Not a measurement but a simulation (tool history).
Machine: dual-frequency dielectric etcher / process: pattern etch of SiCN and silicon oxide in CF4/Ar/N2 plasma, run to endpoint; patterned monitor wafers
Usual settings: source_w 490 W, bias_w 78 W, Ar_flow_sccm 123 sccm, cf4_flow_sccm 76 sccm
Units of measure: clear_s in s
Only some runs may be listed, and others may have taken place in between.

run,hour,source_w,bias_w,Ar_flow_sccm,cf4_flow_sccm,wafers since the last listed run,hours since the last wet clean,hours since the last source power generator calibration,hours since the last bias power generator calibration,hours since the last Ar flow controller change,hours since the last CF4 flow controller change,hours since the last upper electrode change,"incoming incoming film thickness, nm",clear_s
1,0.0,490,78,123,76,0,237.2,3072.3,3296.4,44.3,4666.8,4195.9,16.79,16.8
2,48.4,490,78,123,76,838,285.6,3120.7,3344.8,92.7,4715.2,4244.3,16.78,16.8
# hour 100.9: wet clean of the chamber, repeated, since the last time left the tool worse
3,101.4,490,78,123,76,502,0.5,3173.7,3397.8,145.7,4768.2,4297.3,16.83,17.7
4,139.5,590,78,123,76,660,38.6,3211.8,3435.9,183.8,4806.3,4335.4,16.81,15.2
# hour 151.7: CF4 flow controller replaced
# hour 153.2: source power generator calibrated
# hour 155.4: bias power generator calibrated
5,173.5,490,78,123,81,420,72.6,20.3,18.1,217.8,21.8,4369.4,16.79,17.7
6,231.4,590,78,150,76,1003,130.5,78.2,76.0,275.7,79.7,4427.3,16.74,15.5
# hour 383.1: upper electrode replaced
7,409.7,550,69,113,76,2674,308.8,256.5,254.3,454.0,258.0,26.6,16.96,16.8
8,459.1,490,78,123,76,856,358.2,305.9,303.7,503.4,307.4,76.0,16.89,18.3
9,530.1,490,95,123,90,1230,429.2,376.9,374.7,574.4,378.4,147.0,16.73,16.7
# hour 591.3: wet clean of the chamber
10,733.7,400,78,123,76,3113,142.4,580.5,578.3,778.0,582.0,350.6,16.82,21.5
11,797.3,550,67,123,76,1102,206.0,644.1,641.9,841.6,645.6,414.2,16.91,17.2
12,849.5,390,78,123,76,904,258.2,696.3,694.1,893.8,697.8,466.4,16.91,22.4
13,900.6,440,86,108,67,885,309.3,747.4,745.2,944.9,748.9,517.5,16.75,19.3
14,949.6,530,90,149,90,849,358.3,796.4,794.2,993.9,797.9,566.5,16.69,16.0
15,975.5,410,78,123,63,448,384.2,822.3,820.1,1019.8,823.8,592.4,16.92,22.3
16,1041.7,490,78,123,67,1147,450.4,888.5,886.3,1086.0,890.0,658.6,16.75,18.7
17,1067.3,490,78,123,76,443,476.0,914.1,911.9,1111.6,915.6,684.2,16.99,18.8
18,1129.1,490,78,123,76,1071,537.8,975.9,973.7,1173.4,977.4,746.0,16.87,18.6
# hour 1159.1: wet clean of the chamber
19,1277.2,490,78,123,76,2151,118.1,1124.0,1121.8,1321.5,1125.5,894.1,16.86,17.8

Predict the results of run 20:
20,1347.8,490,78,145,76,1223,188.7,1194.6,1192.4,1392.1,1196.1,964.7,16.85,?

clear_s: 18.5 s
With no hidden state in the tool, this same run would have given clear_s 18.2 s.
